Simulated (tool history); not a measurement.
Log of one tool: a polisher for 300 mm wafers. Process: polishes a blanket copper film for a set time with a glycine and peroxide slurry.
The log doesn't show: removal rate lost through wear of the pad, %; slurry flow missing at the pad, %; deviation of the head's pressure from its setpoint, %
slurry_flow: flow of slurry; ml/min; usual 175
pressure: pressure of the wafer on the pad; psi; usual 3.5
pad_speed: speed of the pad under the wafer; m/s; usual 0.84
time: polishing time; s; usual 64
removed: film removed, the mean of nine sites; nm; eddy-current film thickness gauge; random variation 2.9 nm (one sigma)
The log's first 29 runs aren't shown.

run,hour,slurry_flow,pressure,pad_speed,time,wafers since the last listed run,wafers polished on this pad,hours since the slurry nozzle was cleaned,hours since the head pressure was calibrated,"incoming thickness of the incoming film, nm",removed
30,1557.4,220,3.5,0.74,64,422,1884,456.4,272.6,1090.6,296.6
# hour 1584.9: slurry nozzle cleaned
31,1598.7,125,4.1,1.08,52,299,2184,13.8,313.9,1077.5,311.7
32,1625.4,130,2.7,0.84,70,198,2382,40.5,340.6,1089,286
33,1650.4,160,2.9,0.62,55,185,2568,65.5,365.6,1090.5,209.4
34,1706.4,175,3.5,0.84,73,416,2984,121.5,421.6,1088.7,359.8
35,1748.2,175,2.3,0.84,75,310,3294,163.3,463.4,1073.7,293.3
# hour 1758.5: worn pad replaced by a new one
# hour 1760.5: head pressure recalibrated
36,1802,175,3.5,0.84,64,355,308,217.1,41.5,1090.7,317.9
37,1843.9,130,4.1,0.6,77,311,619,259,83.4,1073.4,326

3 ways to go on from here, each from the tool as it stands after run 37. What would each give?
A,1844.3,175,3.5,0.84,64,2,622,259.4,83.8,1074.9,?
B,1844.3,225,4.7,0.84,64,2,622,259.4,83.8,1074.9,?
C,1844.3,205,3.5,0.96,75,2,622,259.4,83.8,1074.9,?

run,removed
A,319.2
B,400.8
C,415.3
Without the tool's hidden state the same runs would have given:
run,removed
A,338.5
B,420.5
C,437.2
